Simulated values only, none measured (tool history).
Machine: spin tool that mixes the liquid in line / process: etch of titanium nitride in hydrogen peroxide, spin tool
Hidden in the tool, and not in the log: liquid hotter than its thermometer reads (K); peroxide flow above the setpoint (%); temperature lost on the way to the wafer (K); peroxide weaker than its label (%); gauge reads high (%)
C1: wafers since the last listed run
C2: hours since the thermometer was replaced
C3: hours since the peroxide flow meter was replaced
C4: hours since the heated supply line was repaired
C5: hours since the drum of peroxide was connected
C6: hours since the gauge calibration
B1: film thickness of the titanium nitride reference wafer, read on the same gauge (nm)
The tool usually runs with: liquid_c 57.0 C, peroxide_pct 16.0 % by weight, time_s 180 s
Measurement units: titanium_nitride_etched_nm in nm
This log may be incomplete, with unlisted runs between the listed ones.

{"run": 1, "day": 0.0, "liquid_c": 53.5, "peroxide_pct": 13.0, "time_s": 180, "C1": 0, "C2": 882.5, "C3": 0.4, "C4": 3269.8, "C5": 62.1, "C6": 143.1, "B1": 79.99, "titanium_nitride_etched_nm": 7.24}
{"run": 2, "day": 0.629, "liquid_c": 57.0, "peroxide_pct": 16.0, "time_s": 180, "C1": 67, "C2": 897.6, "C3": 15.5, "C4": 3284.9, "C5": 77.2, "C6": 158.2, "B1": 80.01, "titanium_nitride_etched_nm": 9.53}
{"day": 0.854, "done": "thermometer replaced"}
{"run": 3, "day": 1.096, "liquid_c": 60.0, "peroxide_pct": 12.0, "time_s": 120, "C1": 45, "C2": 5.8, "C3": 26.7, "C4": 3296.1, "C5": 88.4, "C6": 169.4, "B1": 80.0, "titanium_nitride_etched_nm": 6.99}
{"run": 4, "day": 1.379, "liquid_c": 66.0, "peroxide_pct": 18.0, "time_s": 180, "C1": 30, "C2": 12.6, "C3": 33.5, "C4": 3302.9, "C5": 95.2, "C6": 176.2, "B1": 80.01, "titanium_nitride_etched_nm": 17.16}
{"run": 5, "day": 1.796, "liquid_c": 57.0, "peroxide_pct": 16.0, "time_s": 275, "C1": 44, "C2": 22.6, "C3": 43.5, "C4": 3312.9, "C5": 105.2, "C6": 186.2, "B1": 79.98, "titanium_nitride_etched_nm": 13.8}
{"run": 6, "day": 2.333, "liquid_c": 57.0, "peroxide_pct": 16.0, "time_s": 180, "C1": 57, "C2": 35.5, "C3": 56.4, "C4": 3325.8, "C5": 118.1, "C6": 199.1, "B1": 80.01, "titanium_nitride_etched_nm": 9.13}
{"run": 7, "day": 3.042, "liquid_c": 61.5, "peroxide_pct": 12.0, "time_s": 95, "C1": 75, "C2": 52.5, "C3": 73.4, "C4": 3342.8, "C5": 135.1, "C6": 216.1, "B1": 80.03, "titanium_nitride_etched_nm": 6.1}
{"run": 8, "day": 3.567, "liquid_c": 57.0, "peroxide_pct": 16.0, "time_s": 230, "C1": 56, "C2": 65.1, "C3": 86.0, "C4": 3355.4, "C5": 147.7, "C6": 228.7, "B1": 80.01, "titanium_nitride_etched_nm": 11.6}
{"run": 9, "day": 4.025, "liquid_c": 60.0, "peroxide_pct": 12.5, "time_s": 180, "C1": 48, "C2": 76.1, "C3": 97.0, "C4": 3366.4, "C5": 158.7, "C6": 239.7, "B1": 80.0, "titanium_nitride_etched_nm": 10.69}
{"day": 4.217, "done": "heated supply line repaired"}
{"run": 10, "day": 4.633, "liquid_c": 57.0, "peroxide_pct": 12.0, "time_s": 280, "C1": 60, "C2": 90.7, "C3": 111.6, "C4": 10.0, "C5": 173.3, "C6": 254.3, "B1": 79.99, "titanium_nitride_etched_nm": 15.34}
{"run": 11, "day": 5.225, "liquid_c": 57.0, "peroxide_pct": 16.0, "time_s": 180, "C1": 63, "C2": 104.9, "C3": 125.8, "C4": 24.2, "C5": 187.5, "C6": 268.5, "B1": 80.02, "titanium_nitride_etched_nm": 10.65}
{"run": 12, "day": 5.867, "liquid_c": 57.0, "peroxide_pct": 16.0, "time_s": 180, "C1": 68, "C2": 120.3, "C3": 141.2, "C4": 39.6, "C5": 202.9, "C6": 283.9, "B1": 79.99, "titanium_nitride_etched_nm": 10.56}
{"run": 13, "day": 6.317, "liquid_c": 57.0, "peroxide_pct": 16.0, "time_s": 180, "C1": 48, "C2": 131.1, "C3": 152.0, "C4": 50.4, "C5": 213.7, "C6": 294.7, "B1": 80.01, "titanium_nitride_etched_nm": 10.4}
{"run": 14, "day": 6.604, "liquid_c": 65.0, "peroxide_pct": 21.0, "time_s": 230, "C1": 30, "C2": 138.0, "C3": 158.9, "C4": 57.3, "C5": 220.6, "C6": 301.6, "B1": 80.01, "titanium_nitride_etched_nm": 24.72}
{"run": 15, "day": 7.117, "liquid_c": 57.0, "peroxide_pct": 13.5, "time_s": 180, "C1": 54, "C2": 150.3, "C3": 171.2, "C4": 69.6, "C5": 232.9, "C6": 313.9, "B1": 80.01, "titanium_nitride_etched_nm": 10.1}
{"run": 16, "day": 7.704, "liquid_c": 57.0, "peroxide_pct": 16.0, "time_s": 180, "C1": 62, "C2": 164.4, "C3": 185.3, "C4": 83.7, "C5": 247.0, "C6": 328.0, "B1": 80.01, "titanium_nitride_etched_nm": 10.43}
{"run": 17, "day": 8.167, "liquid_c": 50.0, "peroxide_pct": 13.5, "time_s": 225, "C1": 49, "C2": 175.5, "C3": 196.4, "C4": 94.8, "C5": 258.1, "C6": 339.1, "B1": 80.01, "titanium_nitride_etched_nm": 7.74}
{"run": 18, "day": 8.488, "liquid_c": 57.0, "peroxide_pct": 16.0, "time_s": 120, "C1": 34, "C2": 183.2, "C3": 204.1, "C4": 102.5, "C5": 265.8, "C6": 346.8, "B1": 80.02, "titanium_nitride_etched_nm": 7.03}
{"run": 19, "day": 8.796, "liquid_c": 65.5, "peroxide_pct": 19.5, "time_s": 180, "C1": 32, "C2": 190.6, "C3": 211.5, "C4": 109.9, "C5": 273.2, "C6": 354.2, "B1": 80.01, "titanium_nitride_etched_nm": 19.55}
{"run": 20, "day": 9.383, "liquid_c": 57.0, "peroxide_pct": 16.0, "time_s": 180, "C1": 62, "C2": 204.7, "C3": 225.6, "C4": 124.0, "C5": 287.3, "C6": 368.3, "B1": 80.03, "titanium_nitride_etched_nm": 10.55}
{"run": 21, "day": 10.071, "liquid_c": 64.5, "peroxide_pct": 16.0, "time_s": 245, "C1": 73, "C2": 221.2, "C3": 242.1, "C4": 140.5, "C5": 303.8, "C6": 384.8, "B1": 79.99, "titanium_nitride_etched_nm": 23.98}
{"run": 22, "day": 10.808, "liquid_c": 57.0, "peroxide_pct": 16.0, "time_s": 180, "C1": 78, "C2": 238.9, "C3": 259.8, "C4": 158.2, "C5": 321.5, "C6": 402.5, "B1": 79.98, "titanium_nitride_etched_nm": 10.59}
{"run": 23, "day": 11.3, "liquid_c": 54.5, "peroxide_pct": 16.0, "time_s": 275, "C1": 52, "C2": 250.7, "C3": 271.6, "C4": 170.0, "C5": 333.3, "C6": 414.3, "B1": 79.99, "titanium_nitride_etched_nm": 13.57}
{"day": 11.5, "done": "gauge calibrated"}
{"run": 24, "day": 12.492, "liquid_c": 57.0, "peroxide_pct": 14.5, "time_s": 180, "C1": 127, "C2": 279.3, "C3": 300.2, "C4": 198.6, "C5": 361.9, "C6": 23.8, "B1": 80.01, "titanium_nitride_etched_nm": 10.31}
{"run": 25, "day": 12.854, "liquid_c": 64.5, "peroxide_pct": 16.0, "time_s": 245, "C1": 38, "C2": 288.0, "C3": 308.9, "C4": 207.3, "C5": 370.6, "C6": 32.5, "B1": 80.0, "titanium_nitride_etched_nm": 23.82}

Each row is a separate what-if for the run after 25, all from the same tool condition, not one after another. Results?
{"run": "A", "day": 12.875, "liquid_c": 52.5, "peroxide_pct": 16.0, "time_s": 180, "C1": 2, "C2": 288.5, "C3": 309.4, "C4": 207.8, "C5": 371.1, "C6": 33.0, "B1": "?", "titanium_nitride_etched_nm": "?"}
{"run": "B", "day": 12.875, "liquid_c": 66.0, "peroxide_pct": 13.0, "time_s": 180, "C1": 2, "C2": 288.5, "C3": 309.4, "C4": 207.8, "C5": 371.1, "C6": 33.0, "B1": "?", "titanium_nitride_etched_nm": "?"}
{"run": "C", "day": 12.875, "liquid_c": 48.5, "peroxide_pct": 12.5, "time_s": 90, "C1": 2, "C2": 288.5, "C3": 309.4, "C4": 207.8, "C5": 371.1, "C6": 33.0, "B1": "?", "titanium_nitride_etched_nm": "?"}
{"run": "D", "day": 12.875, "liquid_c": 57.0, "peroxide_pct": 19.5, "time_s": 240, "C1": 2, "C2": 288.5, "C3": 309.4, "C4": 207.8, "C5": 371.1, "C6": 33.0, "B1": "?", "titanium_nitride_etched_nm": "?"}

run=A B1=80.00 titanium_nitride_etched_nm=7.74
run=B B1=80.00 titanium_nitride_etched_nm=18.64
run=C B1=80.00 titanium_nitride_etched_nm=2.76
run=D B1=80.00 titanium_nitride_etched_nm=14.77
What these runs would have given with no unlogged condition in the tool:
run=A titanium_nitride_etched_nm=7.76
run=B titanium_nitride_etched_nm=18.67
run=C titanium_nitride_etched_nm=2.76
run=D titanium_nitride_etched_nm=14.79

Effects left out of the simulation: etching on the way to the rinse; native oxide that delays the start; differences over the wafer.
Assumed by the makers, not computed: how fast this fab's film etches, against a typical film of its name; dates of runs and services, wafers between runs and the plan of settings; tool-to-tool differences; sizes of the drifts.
